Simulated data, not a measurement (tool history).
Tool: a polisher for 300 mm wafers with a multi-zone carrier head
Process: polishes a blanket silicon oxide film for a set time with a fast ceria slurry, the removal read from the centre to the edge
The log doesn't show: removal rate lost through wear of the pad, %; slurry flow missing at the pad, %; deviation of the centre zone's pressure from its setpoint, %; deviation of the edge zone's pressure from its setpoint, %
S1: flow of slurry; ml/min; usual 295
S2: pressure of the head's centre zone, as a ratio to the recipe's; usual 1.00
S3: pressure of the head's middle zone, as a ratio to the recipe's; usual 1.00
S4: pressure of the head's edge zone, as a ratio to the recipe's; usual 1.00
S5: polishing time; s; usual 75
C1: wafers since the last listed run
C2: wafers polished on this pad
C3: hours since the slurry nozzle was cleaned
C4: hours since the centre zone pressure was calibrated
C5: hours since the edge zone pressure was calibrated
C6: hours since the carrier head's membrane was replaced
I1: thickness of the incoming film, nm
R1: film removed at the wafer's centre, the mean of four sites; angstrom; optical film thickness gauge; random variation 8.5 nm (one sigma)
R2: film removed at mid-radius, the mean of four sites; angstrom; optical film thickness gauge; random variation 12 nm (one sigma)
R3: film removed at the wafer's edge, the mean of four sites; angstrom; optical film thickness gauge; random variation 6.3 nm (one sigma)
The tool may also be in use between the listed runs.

{"run": 1, "hour": 0.0, "S1": 295, "S2": 1.07, "S3": 1.0, "S4": 1.0, "S5": 70, "C1": 0, "C2": 1648, "C3": 131.1, "C4": 427.9, "C5": 565.6, "C6": 14.2, "I1": 2764.5, "R1": 8715, "R2": 9289, "R3": 9241}
{"hour": 47.5, "done": "worn pad replaced by a new one"}
{"run": 2, "hour": 55.3, "S1": 295, "S2": 1.0, "S3": 1.0, "S4": 1.0, "S5": 75, "C1": 562, "C2": 85, "C3": 186.4, "C4": 483.2, "C5": 620.9, "C6": 69.5, "I1": 2740.9, "R1": 8656, "R2": 9906, "R3": 9959}
{"run": 3, "hour": 101.2, "S1": 295, "S2": 1.0, "S3": 1.0, "S4": 1.0, "S5": 75, "C1": 503, "C2": 588, "C3": 232.3, "C4": 529.1, "C5": 666.8, "C6": 115.4, "I1": 2789.4, "R1": 8627, "R2": 9492, "R3": 9816}
{"run": 4, "hour": 146.4, "S1": 295, "S2": 1.0, "S3": 1.0, "S4": 1.0, "S5": 75, "C1": 495, "C2": 1084, "C3": 277.5, "C4": 574.3, "C5": 712.0, "C6": 160.6, "I1": 2789.4, "R1": 8759, "R2": 9499, "R3": 10001}
{"hour": 241.7, "done": "worn pad replaced by a new one"}
{"run": 5, "hour": 312.3, "S1": 295, "S2": 1.0, "S3": 1.0, "S4": 1.0, "S5": 75, "C1": 1775, "C2": 773, "C3": 443.4, "C4": 740.2, "C5": 877.9, "C6": 326.5, "I1": 2771.5, "R1": 8416, "R2": 9627, "R3": 9912}
{"run": 6, "hour": 375.9, "S1": 295, "S2": 1.0, "S3": 1.0, "S4": 1.0, "S5": 75, "C1": 697, "C2": 1471, "C3": 507.0, "C4": 803.8, "C5": 941.5, "C6": 390.1, "I1": 2754.0, "R1": 8461, "R2": 9384, "R3": 9999}
{"run": 7, "hour": 433.2, "S1": 295, "S2": 1.0, "S3": 1.0, "S4": 1.0, "S5": 75, "C1": 628, "C2": 2099, "C3": 564.3, "C4": 861.1, "C5": 998.8, "C6": 447.4, "I1": 2747.7, "R1": 8374, "R2": 9488, "R3": 10022}
{"hour": 456.3, "done": "worn pad replaced by a new one"}
{"hour": 484.0, "done": "centre zone pressure recalibrated"}
{"run": 8, "hour": 503.6, "S1": 295, "S2": 1.0, "S3": 1.0, "S4": 1.0, "S5": 57, "C1": 706, "C2": 496, "C3": 634.7, "C4": 19.6, "C5": 1069.2, "C6": 517.8, "I1": 2792.6, "R1": 7048, "R2": 7328, "R3": 7582}
{"run": 9, "hour": 546.2, "S1": 295, "S2": 1.0, "S3": 1.0, "S4": 1.0, "S5": 57, "C1": 467, "C2": 963, "C3": 677.3, "C4": 62.2, "C5": 1111.8, "C6": 560.4, "I1": 2719.4, "R1": 7077, "R2": 7388, "R3": 7546}
{"run": 10, "hour": 576.4, "S1": 295, "S2": 1.0, "S3": 1.0, "S4": 1.0, "S5": 57, "C1": 331, "C2": 1294, "C3": 707.5, "C4": 92.4, "C5": 1142.0, "C6": 590.6, "I1": 2748.9, "R1": 6774, "R2": 7264, "R3": 7536}
{"run": 11, "hour": 619.8, "S1": 295, "S2": 1.0, "S3": 1.03, "S4": 0.91, "S5": 75, "C1": 475, "C2": 1770, "C3": 750.9, "C4": 135.8, "C5": 1185.4, "C6": 634.0, "I1": 2784.9, "R1": 8892, "R2": 9835, "R3": 9561}
{"hour": 667.4, "done": "carrier head's membrane replaced by a new one"}
{"hour": 677.7, "done": "worn pad replaced by a new one"}
{"run": 12, "hour": 678.2, "S1": 295, "S2": 0.89, "S3": 0.91, "S4": 1.03, "S5": 56, "C1": 541, "C2": 5, "C3": 809.3, "C4": 194.2, "C5": 1243.8, "C6": 10.8, "I1": 2769.5, "R1": 5858, "R2": 6679, "R3": 7484}
{"hour": 742.7, "done": "slurry nozzle cleaned"}
{"run": 13, "hour": 747.5, "S1": 295, "S2": 0.95, "S3": 1.0, "S4": 1.0, "S5": 75, "C1": 748, "C2": 754, "C3": 4.8, "C4": 263.5, "C5": 1313.1, "C6": 80.1, "I1": 2738.2, "R1": 8319, "R2": 9480, "R3": 9926}
{"hour": 786.3, "done": "edge zone pressure recalibrated"}
{"run": 14, "hour": 795.5, "S1": 255, "S2": 1.0, "S3": 1.0, "S4": 0.9, "S5": 75, "C1": 504, "C2": 1258, "C3": 52.8, "C4": 311.5, "C5": 9.2, "C6": 128.1, "I1": 2762.9, "R1": 8555, "R2": 9701, "R3": 9325}
{"run": 15, "hour": 830.4, "S1": 225, "S2": 1.0, "S3": 1.04, "S4": 1.0, "S5": 51, "C1": 382, "C2": 1641, "C3": 87.7, "C4": 346.4, "C5": 44.1, "C6": 163.0, "I1": 2735.7, "R1": 5654, "R2": 6674, "R3": 6577}
{"run": 16, "hour": 863.5, "S1": 295, "S2": 1.0, "S3": 1.0, "S4": 1.0, "S5": 75, "C1": 362, "C2": 2004, "C3": 120.8, "C4": 379.5, "C5": 77.2, "C6": 196.1, "I1": 2715.2, "R1": 8599, "R2": 9481, "R3": 9978}
{"run": 17, "hour": 907.0, "S1": 380, "S2": 1.0, "S3": 0.9, "S4": 1.0, "S5": 63, "C1": 476, "C2": 2481, "C3": 164.3, "C4": 423.0, "C5": 120.7, "C6": 239.6, "I1": 2692.2, "R1": 7375, "R2": 7676, "R3": 8544}
{"hour": 922.2, "done": "worn pad replaced by a new one"}
{"run": 18, "hour": 966.3, "S1": 295, "S2": 1.0, "S3": 1.0, "S4": 1.0, "S5": 75, "C1": 606, "C2": 483, "C3": 223.6, "C4": 482.3, "C5": 180.0, "C6": 298.9, "I1": 2736.4, "R1": 8391, "R2": 9523, "R3": 10010}
{"run": 19, "hour": 1012.8, "S1": 205, "S2": 1.11, "S3": 1.06, "S4": 1.0, "S5": 62, "C1": 509, "C2": 993, "C3": 270.1, "C4": 528.8, "C5": 226.5, "C6": 345.4, "I1": 2747.3, "R1": 7344, "R2": 8137, "R3": 8063}
{"run": 20, "hour": 1070.9, "S1": 295, "S2": 1.0, "S3": 1.0, "S4": 1.1, "S5": 75, "C1": 637, "C2": 1630, "C3": 328.2, "C4": 586.9, "C5": 284.6, "C6": 403.5, "I1": 2771.2, "R1": 8318, "R2": 9527, "R3": 10426}
{"run": 21, "hour": 1115.4, "S1": 295, "S2": 0.96, "S3": 1.07, "S4": 1.0, "S5": 55, "C1": 487, "C2": 2118, "C3": 372.7, "C4": 631.4, "C5": 329.1, "C6": 448.0, "I1": 2773.3, "R1": 5861, "R2": 7577, "R3": 7227}

The same runs without the tool's hidden state, with the same run-to-run variation:
run=1 R1=9516
run=2 R1=9509
run=3 R1=9513
run=4 R1=9692
run=5 R1=9397
run=6 R1=9470
run=7 R1=9389
run=8 R1=7211
run=9 R1=7347
run=10 R1=7100
run=11 R1=9434
run=12 R1=6309
run=13 R1=9082
run=14 R1=9411
run=15 R1=6253
run=16 R1=9552
run=17 R1=8235
run=18 R1=9427
run=19 R1=8275
run=20 R1=9424
run=21 R1=6663
R2: within 6 angstrom of the measured result in every run.
R3: within 1 angstrom of the measured result in every run.
